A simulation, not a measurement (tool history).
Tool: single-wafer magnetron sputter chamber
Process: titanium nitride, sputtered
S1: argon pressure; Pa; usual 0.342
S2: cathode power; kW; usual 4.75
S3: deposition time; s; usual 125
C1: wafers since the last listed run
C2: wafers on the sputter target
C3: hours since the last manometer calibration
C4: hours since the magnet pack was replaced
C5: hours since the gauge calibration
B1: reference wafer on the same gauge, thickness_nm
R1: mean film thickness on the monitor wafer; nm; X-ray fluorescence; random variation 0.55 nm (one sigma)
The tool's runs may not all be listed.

run	day	S1	S2	S3	C1	C2	C3	C4	C5	B1	R1
1	0	0.342	4.75	125	0	2180	329.6	5074.1	1504.2	133.997	111.341
2	2.375	0.342	4.75	125	443	2623	386.6	5131.1	1561.2	133.96	110.672
3	4.942	0.342	4.75	125	479	3102	448.2	5192.7	1622.8	134.131	110.319
4	5.996	0.303	3.9	125	196	3299	473.5	5218	1648.1	134.084	92.894
5	7.5	0.303	3.9	125	280	3580	509.6	5254.1	1684.2	134.033	93.47
6	9.871	0.342	4.75	125	442	4023	566.5	5311	1741.1	134.01	110.179
7	10.908	0.342	4.45	125	193	4216	591.4	5335.9	1766	134.047	103.867
8	12.358	0.342	4.45	125	270	4487	626.2	5370.7	1800.8	134.046	103.878
9	13.429	0.342	4.75	125	199	4687	651.9	5396.4	1826.5	134.08	110.067
10	15.525	0.342	4.75	125	391	5078	702.2	5446.7	1876.8	133.926	110.32
11	16.975	0.342	4.75	125	270	5349	737	5481.5	1911.6	133.888	110.492
12	19.512	0.342	4.75	125	473	5823	797.9	5542.4	1972.5	134.01	109.806
13	22.042	0.342	4.75	125	472	6295	858.6	5603.1	2033.2	133.984	110.285
14	23.642	0.4	4.75	110	298	6594	897	5641.5	2071.6	133.897	92.264
15	24.808	0.342	4.75	143	217	6812	925	5669.5	2099.6	133.957	125.854
16	26.358	0.342	4.75	125	289	7101	962.2	5706.7	2136.8	133.802	109.548
17	28.196	0.342	4.75	142	343	7444	1006.3	5750.8	2180.9	133.9	125.442
# day 28.204: gauge calibrated
18	29.221	0.342	5.25	143	191	7636	1030.9	5775.4	24.4	133.924	139.663
19	31.492	0.286	4.75	125	424	8060	1085.4	5829.9	78.9	133.87	114.204
# day 33.15: sputter target and shields replaced
20	33.496	0.342	4.75	125	311	64	1133.5	5878	127	134.061	110.051
21	34.888	0.342	4.75	125	259	324	1166.9	5911.4	160.4	134.036	109.876
22	37.442	0.342	4.15	106	476	801	1228.2	5972.7	221.7	133.87	80.508
23	39.292	0.293	4.75	101	345	1146	1272.6	6017.1	266.1	133.988	91.733
# day 40.429: magnet pack replaced, of another model than before
# day 40.817: capacitance manometer re-zeroed and calibrated
24	42.275	0.222	3.95	137	432	1579	35	44.3	337.7	133.851	113.971
25	44.375	0.342	4.75	148	392	1971	85.4	94.7	388.1	134.026	132.123
26	47.079	0.342	4.75	125	504	2476	150.3	159.6	453	134.094	111.096
27	49.229	0.261	4.75	102	401	2877	201.9	211.2	504.6	133.94	97.399
28	51.625	0.342	4.75	125	447	3324	259.4	268.7	562.1	133.987	110.911
29	53.517	0.392	5.2	125	353	3678	304.8	314.1	607.5	133.949	114.905
30	55.538	0.222	3.95	137	377	4055	353.3	362.6	656	134.005	113.638
31	58.008	0.342	3.75	125	461	4516	412.6	421.9	715.3	134.021	87.824
32	59.221	0.342	3.7	141	226	4743	441.7	451	744.4	133.93	96.32
33	61.95	0.342	5.9	125	509	5252	507.2	516.5	809.9	133.981	135.565
34	64.904	0.342	4.75	125	551	5804	578.1	587.4	880.8	133.928	109.475

What the log doesn't show, run by run:
deposition rate above that of a new target (%): 0 in every run
gauge reads high (%): 0 in every run
H1: true argon pressure above the setpoint (%)
run	H1
1	6.6
2	7.2
3	7.76
4	7.97
5	8.24
6	8.64
7	8.79
8	9
9	9.14
10	9.39
11	9.55
12	9.79
13	10
14	10.1
15	10.2
16	10.3
17	10.4
18	10.5
19	10.6
20	10.7
21	10.7
22	10.8
23	10.9
24	0.794
25	1.85
26	3.04
27	3.86
28	4.67
29	5.24
30	5.78
31	6.37
32	6.63
33	7.15
34	7.64
